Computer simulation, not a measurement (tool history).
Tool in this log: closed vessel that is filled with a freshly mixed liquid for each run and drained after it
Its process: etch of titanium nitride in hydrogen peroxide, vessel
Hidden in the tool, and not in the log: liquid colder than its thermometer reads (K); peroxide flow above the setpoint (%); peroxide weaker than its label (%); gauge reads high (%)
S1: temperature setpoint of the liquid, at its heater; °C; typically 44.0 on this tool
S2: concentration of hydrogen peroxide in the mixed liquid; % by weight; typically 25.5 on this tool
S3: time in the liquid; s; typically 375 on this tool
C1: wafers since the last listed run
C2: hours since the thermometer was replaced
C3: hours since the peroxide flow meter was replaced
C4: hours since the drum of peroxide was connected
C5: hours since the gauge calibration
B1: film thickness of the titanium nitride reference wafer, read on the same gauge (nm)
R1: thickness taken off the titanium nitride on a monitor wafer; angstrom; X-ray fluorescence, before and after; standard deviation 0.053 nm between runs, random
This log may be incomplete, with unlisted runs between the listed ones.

{"run": 1, "hour": 0.0, "S1": 44.0, "S2": 25.5, "S3": 375, "C1": 0, "C2": 329.9, "C3": 370.7, "C4": 92.6, "C5": 994.0, "B1": 60.0, "R1": 66.1}
{"run": 2, "hour": 46.0, "S1": 44.0, "S2": 25.5, "S3": 375, "C1": 3643, "C2": 375.9, "C3": 416.7, "C4": 138.6, "C5": 1040.0, "B1": 60.02, "R1": 67.1}
{"run": 3, "hour": 136.9, "S1": 44.0, "S2": 25.5, "S3": 280, "C1": 7198, "C2": 466.8, "C3": 507.6, "C4": 229.5, "C5": 1130.9, "B1": 60.01, "R1": 50.7}
{"run": 4, "hour": 234.1, "S1": 44.0, "S2": 25.5, "S3": 375, "C1": 7697, "C2": 564.0, "C3": 604.8, "C4": 326.7, "C5": 1228.1, "B1": 59.99, "R1": 66.5}
{"run": 5, "hour": 322.4, "S1": 44.0, "S2": 25.5, "S3": 375, "C1": 6993, "C2": 652.3, "C3": 693.1, "C4": 415.0, "C5": 1316.4, "B1": 59.96, "R1": 66.4}
{"run": 6, "hour": 415.1, "S1": 44.0, "S2": 25.5, "S3": 375, "C1": 7341, "C2": 745.0, "C3": 785.8, "C4": 507.7, "C5": 1409.1, "B1": 60.0, "R1": 67.0}
{"run": 7, "hour": 472.8, "S1": 44.0, "S2": 25.5, "S3": 375, "C1": 4569, "C2": 802.7, "C3": 843.5, "C4": 565.4, "C5": 1466.8, "B1": 60.05, "R1": 66.7}
{"run": 8, "hour": 524.2, "S1": 44.0, "S2": 25.5, "S3": 450, "C1": 4070, "C2": 854.1, "C3": 894.9, "C4": 616.8, "C5": 1518.2, "B1": 60.01, "R1": 80.1}
{"run": 9, "hour": 590.5, "S1": 44.0, "S2": 25.5, "S3": 450, "C1": 5250, "C2": 920.4, "C3": 961.2, "C4": 683.1, "C5": 1584.5, "B1": 59.98, "R1": 80.8}
{"run": 10, "hour": 641.8, "S1": 44.0, "S2": 25.5, "S3": 270, "C1": 4062, "C2": 971.7, "C3": 1012.5, "C4": 734.4, "C5": 1635.8, "B1": 59.98, "R1": 48.0}
{"hour": 701.6, "done": "thermometer replaced"}
{"run": 11, "hour": 749.3, "S1": 49.5, "S2": 25.5, "S3": 475, "C1": 8434, "C2": 47.7, "C3": 1120.0, "C4": 841.9, "C5": 1743.3, "B1": 60.07, "R1": 128.0}
{"hour": 758.6, "done": "peroxide flow meter replaced"}
{"run": 12, "hour": 848.1, "S1": 49.5, "S2": 25.5, "S3": 475, "C1": 7745, "C2": 146.5, "C3": 89.5, "C4": 940.7, "C5": 1842.1, "B1": 59.96, "R1": 126.2}
{"run": 13, "hour": 889.6, "S1": 44.0, "S2": 25.5, "S3": 375, "C1": 3286, "C2": 188.0, "C3": 131.0, "C4": 982.2, "C5": 1883.6, "B1": 59.97, "R1": 67.0}
{"hour": 916.5, "done": "new drum of peroxide connected"}
{"run": 14, "hour": 949.1, "S1": 44.0, "S2": 25.5, "S3": 375, "C1": 4633, "C2": 247.5, "C3": 190.5, "C4": 32.6, "C5": 1943.1, "B1": 60.0, "R1": 66.1}
{"run": 15, "hour": 1042.6, "S1": 44.0, "S2": 25.5, "S3": 495, "C1": 7404, "C2": 341.0, "C3": 284.0, "C4": 126.1, "C5": 2036.6, "B1": 60.01, "R1": 89.7}
{"run": 16, "hour": 1082.9, "S1": 51.0, "S2": 20.5, "S3": 300, "C1": 3191, "C2": 381.3, "C3": 324.3, "C4": 166.4, "C5": 2076.9, "B1": 60.02, "R1": 85.5}
{"hour": 1273.5, "done": "gauge calibrated"}
{"run": 17, "hour": 1321.7, "S1": 34.5, "S2": 22.0, "S3": 190, "C1": 18912, "C2": 620.1, "C3": 563.1, "C4": 405.2, "C5": 48.2, "B1": 60.02, "R1": 15.8}
{"run": 18, "hour": 1396.6, "S1": 34.0, "S2": 18.5, "S3": 185, "C1": 5931, "C2": 695.0, "C3": 638.0, "C4": 480.1, "C5": 123.1, "B1": 59.97, "R1": 14.0}
{"run": 19, "hour": 1445.2, "S1": 39.0, "S2": 23.5, "S3": 575, "C1": 3848, "C2": 743.6, "C3": 686.6, "C4": 528.7, "C5": 171.7, "B1": 59.96, "R1": 68.1}
{"run": 20, "hour": 1545.9, "S1": 44.0, "S2": 25.5, "S3": 375, "C1": 7975, "C2": 844.3, "C3": 787.3, "C4": 629.4, "C5": 272.4, "B1": 59.97, "R1": 67.8}
{"run": 21, "hour": 1586.6, "S1": 38.5, "S2": 25.5, "S3": 300, "C1": 3223, "C2": 885.0, "C3": 828.0, "C4": 670.1, "C5": 313.1, "B1": 59.96, "R1": 34.6}
{"run": 22, "hour": 1673.1, "S1": 39.0, "S2": 23.5, "S3": 575, "C1": 6850, "C2": 971.5, "C3": 914.5, "C4": 756.6, "C5": 399.6, "B1": 59.98, "R1": 69.7}
{"run": 23, "hour": 1738.1, "S1": 44.0, "S2": 25.5, "S3": 375, "C1": 5147, "C2": 1036.5, "C3": 979.5, "C4": 821.6, "C5": 464.6, "B1": 59.98, "R1": 67.2}
{"hour": 1745.7, "done": "thermometer replaced"}
{"hour": 1815.9, "done": "peroxide flow meter replaced"}
{"run": 24, "hour": 1844.4, "S1": 52.5, "S2": 23.5, "S3": 160, "C1": 8260, "C2": 98.7, "C3": 28.5, "C4": 927.9, "C5": 570.9, "B1": 60.02, "R1": 52.5}
{"run": 25, "hour": 1924.6, "S1": 53.5, "S2": 22.5, "S3": 205, "C1": 6351, "C2": 178.9, "C3": 108.7, "C4": 1008.1, "C5": 651.1, "B1": 59.99, "R1": 70.9}
{"hour": 1943.8, "done": "new drum of peroxide connected"}
{"run": 26, "hour": 1968.1, "S1": 36.0, "S2": 22.0, "S3": 585, "C1": 3365, "C2": 222.4, "C3": 152.2, "C4": 24.3, "C5": 694.6, "B1": 60.03, "R1": 54.7}
{"run": 27, "hour": 2006.9, "S1": 44.0, "S2": 22.0, "S3": 560, "C1": 3072, "C2": 261.2, "C3": 191.0, "C4": 63.1, "C5": 733.4, "B1": 60.01, "R1": 96.5}
{"run": 28, "hour": 2068.5, "S1": 44.0, "S2": 25.5, "S3": 375, "C1": 4878, "C2": 322.8, "C3": 252.6, "C4": 124.7, "C5": 795.0, "B1": 59.97, "R1": 67.5}
{"run": 29, "hour": 2143.8, "S1": 41.5, "S2": 28.0, "S3": 375, "C1": 5963, "C2": 398.1, "C3": 327.9, "C4": 200.0, "C5": 870.3, "B1": 60.01, "R1": 56.4}

Across each entry between runs, compare the hidden state at the last listed run before it with the hidden state at the first listed run after it:
Run 10 -> run 11: thermometer replaced (hour 701.6)
  no hidden state differs between the two runs
Run 11 -> run 12: peroxide flow meter replaced (hour 758.6)
  no hidden state differs between the two runs
Run 13 -> run 14: new drum of peroxide connected (hour 916.5)
  no hidden state differs between the two runs
Run 16 -> run 17: gauge calibrated (hour 1273.5)
  no hidden state differs between the two runs
Run 23 -> run 24: thermometer replaced (hour 1745.7); peroxide flow meter replaced (hour 1815.9)
  no hidden state differs between the two runs
Run 25 -> run 26: new drum of peroxide connected (hour 1943.8)
  no hidden state differs between the two runs

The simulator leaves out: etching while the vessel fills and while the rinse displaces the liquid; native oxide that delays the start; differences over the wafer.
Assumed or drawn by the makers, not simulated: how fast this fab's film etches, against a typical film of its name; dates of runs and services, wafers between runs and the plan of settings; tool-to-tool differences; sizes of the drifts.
